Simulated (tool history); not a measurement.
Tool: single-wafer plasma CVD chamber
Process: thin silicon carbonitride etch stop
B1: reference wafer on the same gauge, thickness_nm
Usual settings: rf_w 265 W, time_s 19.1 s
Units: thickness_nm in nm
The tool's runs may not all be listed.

{"run": 1, "hour": 0.0, "rf_w": 265, "time_s": 18.1, "B1": 13.563, "thickness_nm": 10.988}
{"run": 2, "hour": 11.1, "rf_w": 265, "time_s": 18.1, "B1": 13.566, "thickness_nm": 10.982}
{"run": 3, "hour": 28.3, "rf_w": 265, "time_s": 19.1, "B1": 13.566, "thickness_nm": 11.561}
{"run": 4, "hour": 39.6, "rf_w": 265, "time_s": 19.1, "B1": 13.58, "thickness_nm": 11.591}
{"run": 5, "hour": 49.2, "rf_w": 265, "time_s": 19.1, "B1": 13.59, "thickness_nm": 11.571}
{"run": 6, "hour": 63.6, "rf_w": 265, "time_s": 16.7, "B1": 13.59, "thickness_nm": 10.13}
{"hour": 86.5, "done": "RF generator calibrated"}
{"run": 7, "hour": 107.5, "rf_w": 250, "time_s": 16.1, "B1": 13.616, "thickness_nm": 9.657}
{"run": 8, "hour": 114.1, "rf_w": 250, "time_s": 16.1, "B1": 13.62, "thickness_nm": 9.655}
{"run": 9, "hour": 120.4, "rf_w": 265, "time_s": 18.1, "B1": 13.624, "thickness_nm": 10.982}
{"hour": 122.5, "done": "gauge calibrated"}
{"hour": 136.3, "done": "showerhead replaced"}
{"run": 10, "hour": 136.8, "rf_w": 310, "time_s": 22.7, "B1": 13.521, "thickness_nm": 14.282}
{"hour": 148.9, "done": "thermocouple changed; heater temperature recalibrated"}
{"run": 11, "hour": 150.0, "rf_w": 305, "time_s": 21.8, "B1": 13.518, "thickness_nm": 13.628}
{"run": 12, "hour": 161.5, "rf_w": 230, "time_s": 15.4, "B1": 13.524, "thickness_nm": 8.998}
{"run": 13, "hour": 172.4, "rf_w": 265, "time_s": 19.1, "B1": 13.532, "thickness_nm": 11.525}
{"run": 14, "hour": 182.0, "rf_w": 220, "time_s": 19.1, "B1": 13.534, "thickness_nm": 11.056}
{"run": 15, "hour": 194.4, "rf_w": 250, "time_s": 17.7, "B1": 13.539, "thickness_nm": 10.563}
{"run": 16, "hour": 206.4, "rf_w": 265, "time_s": 21.8, "B1": 13.554, "thickness_nm": 13.18}

Forecast each of these 4 alternatives for the next run:
{"run": "A", "hour": 206.8, "rf_w": 265, "time_s": 19.1, "B1": "?", "thickness_nm": "?"}
{"run": "B", "hour": 206.8, "rf_w": 240, "time_s": 21.7, "B1": "?", "thickness_nm": "?"}
{"run": "C", "hour": 206.8, "rf_w": 290, "time_s": 17.3, "B1": "?", "thickness_nm": "?"}
{"run": "D", "hour": 206.8, "rf_w": 315, "time_s": 15.8, "B1": "?", "thickness_nm": "?"}

run=A B1=13.555 thickness_nm=11.559
run=B B1=13.555 thickness_nm=12.816
run=C B1=13.555 thickness_nm=10.709
run=D B1=13.555 thickness_nm=9.988
Without the tool's hidden state the same runs would have given:
run=A thickness_nm=11.516
run=B thickness_nm=12.767
run=C thickness_nm=10.669
run=D thickness_nm=9.951
